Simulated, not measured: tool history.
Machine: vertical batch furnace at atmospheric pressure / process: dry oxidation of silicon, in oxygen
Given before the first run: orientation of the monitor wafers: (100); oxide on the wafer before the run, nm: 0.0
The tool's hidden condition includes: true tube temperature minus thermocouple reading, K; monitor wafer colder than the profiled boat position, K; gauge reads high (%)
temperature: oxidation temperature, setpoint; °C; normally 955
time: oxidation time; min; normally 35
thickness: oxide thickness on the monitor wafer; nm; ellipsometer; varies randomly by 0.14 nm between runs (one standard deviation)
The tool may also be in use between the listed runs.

| run | hour | temperature | time | wafers since the last listed run | hours since the last temperature calibration | hours since the boat lift was adjusted | hours since the gauge calibration | read-back reference wafer on the same gauge, thickness | thickness |
|---|---|---|---|---|---|---|---|---|---|
| 1 | 0 | 955 | 35 | 0 | 2709.3 | 4560.1 | 972.6 | 24.62 | 23.75 |
| 2 | 45.5 | 955 | 35 | 535 | 2754.8 | 4605.6 | 1018.1 | 24.61 | 23.7 |
|  | 112.6 | gauge calibrated |
| 3 | 114.7 | 955 | 35 | 814 | 2824 | 4674.8 | 2.1 | 24.58 | 23.54 |
| 4 | 168.3 | 944 | 35 | 631 | 2877.6 | 4728.4 | 55.7 | 24.59 | 20.99 |
| 5 | 206.9 | 940 | 35 | 454 | 2916.2 | 4767 | 94.3 | 24.58 | 19.87 |
| 6 | 250.8 | 940 | 35 | 516 | 2960.1 | 4810.9 | 138.2 | 24.63 | 19.88 |
| 7 | 283.2 | 940 | 35 | 381 | 2992.5 | 4843.3 | 170.6 | 24.62 | 20.03 |
|  | 331.8 | boat lift adjusted |
| 8 | 333.7 | 975 | 35 | 312 | 3043 | 1.9 | 221.1 | 24.54 | 29.27 |
| 9 | 364.3 | 975 | 35 | 360 | 3073.6 | 32.5 | 251.7 | 24.58 | 29.32 |
| 10 | 389.7 | 955 | 23.5 | 299 | 3099 | 57.9 | 277.1 | 24.63 | 19.19 |
| 11 | 438.2 | 955 | 23.5 | 571 | 3147.5 | 106.4 | 325.6 | 24.6 | 19.19 |
| 12 | 487.5 | 955 | 23.5 | 580 | 3196.8 | 155.7 | 374.9 | 24.64 | 19.2 |
| 13 | 530.8 | 955 | 35 | 509 | 3240.1 | 199 | 418.2 | 24.66 | 24.6 |
| 14 | 680.3 | 955 | 35 | 1760 | 3389.6 | 348.5 | 567.7 | 24.57 | 24.65 |
| 15 | 720.5 | 955 | 35 | 473 | 3429.8 | 388.7 | 607.9 | 24.61 | 24.49 |
| 16 | 771.5 | 955 | 35 | 600 | 3480.8 | 439.7 | 658.9 | 24.59 | 24.61 |
| 17 | 827.3 | 955 | 35 | 657 | 3536.6 | 495.5 | 714.7 | 24.59 | 24.37 |
| 18 | 852.5 | 955 | 35 | 296 | 3561.8 | 520.7 | 739.9 | 24.56 | 24.34 |
| 19 | 914 | 963 | 27.5 | 724 | 3623.3 | 582.2 | 801.4 | 24.69 | 22.84 |
|  | 978.9 | thermocouples replaced and temperature profile calibrated |
| 20 | 979.4 | 940 | 35 | 487 | 0.5 | 647.6 | 866.8 | 24.63 | 20.4 |
| 21 | 1022.8 | 941 | 27.5 | 511 | 43.9 | 691 | 910.2 | 24.55 | 17.59 |
| 22 | 1077.6 | 955 | 35 | 645 | 98.7 | 745.8 | 965 | 24.59 | 24.49 |
| 23 | 1144.4 | 938 | 27.5 | 786 | 165.5 | 812.6 | 1031.8 | 24.62 | 17.18 |
| 24 | 1181.5 | 955 | 35 | 436 | 202.6 | 849.7 | 1068.9 | 24.59 | 24.35 |
| 25 | 1235 | 975 | 35 | 629 | 256.1 | 903.2 | 1122.4 | 24.58 | 29.31 |
| 26 | 1275.6 | 932 | 30.5 | 478 | 296.7 | 943.8 | 1163 | 24.56 | 17.26 |
| 27 | 1320.7 | 955 | 35 | 531 | 341.8 | 988.9 | 1208.1 | 24.58 | 24.4 |
|  | 1330.7 | gauge calibrated |
| 28 | 1358.8 | 933 | 35 | 448 | 379.9 | 1027 | 28.1 | 24.66 | 18.97 |
| 29 | 1390 | 938 | 19.5 | 367 | 411.1 | 1058.2 | 59.3 | 24.61 | 13.37 |
| 30 | 1442.7 | 965 | 35 | 620 | 463.8 | 1110.9 | 112 | 24.59 | 26.77 |
| 31 | 1475.3 | 955 | 50 | 383 | 496.4 | 1143.5 | 144.6 | 24.57 | 30.44 |
| 32 | 1519.3 | 955 | 45 | 518 | 540.4 | 1187.5 | 188.6 | 24.55 | 28.61 |
| 33 | 1585.9 | 955 | 35 | 784 | 607 | 1254.1 | 255.2 | 24.61 | 24.23 |
| 34 | 1656.1 | 955 | 35 | 826 | 677.2 | 1324.3 | 325.4 | 24.6 | 24.54 |
| 35 | 1705 | 955 | 19.5 | 575 | 726.1 | 1373.2 | 374.3 | 24.64 | 16.85 |
| 36 | 1731.4 | 962 | 21.5 | 310 | 752.5 | 1399.6 | 400.7 | 24.6 | 19.35 |
| 37 | 1755.6 | 937 | 47.5 | 284 | 776.7 | 1423.8 | 424.9 | 24.59 | 24.02 |
| 38 | 1810.2 | 947 | 18.5 | 642 | 831.3 | 1478.4 | 479.5 | 24.52 | 14.61 |

Some steps in thickness, run to run, broken into two amounts with sign: the step expected even without the hidden condition (settings, incoming material, random variation), and the rest, left for the hidden condition together with whatever gauge scatter is not in both the measured and the hidden-condition-free result:
Run 7 -> 8: temperature 940 -> 975, boat lift adjusted. thickness +9.24 nm: hidden state +0.76, all else +8.48.
Run 9 -> 10: temperature 975 -> 955, time 35 -> 23.5. thickness -10.13 nm: hidden state +0, all else -10.13.
Run 25 -> 26: temperature 975 -> 932, time 35 -> 30.5. thickness -12.05 nm: hidden state +0.06, all else -12.11.
Run 26 -> 27: temperature 932 -> 955, time 30.5 -> 35. thickness +7.14 nm: hidden state -0.15, all else +7.29.
Run 29 -> 30: temperature 938 -> 965, time 19.5 -> 35. thickness +13.4 nm: hidden state -0.12, all else +13.52.
Run 30 -> 31: temperature 965 -> 955, time 35 -> 50. thickness +3.67 nm: hidden state -0.17, all else +3.84.
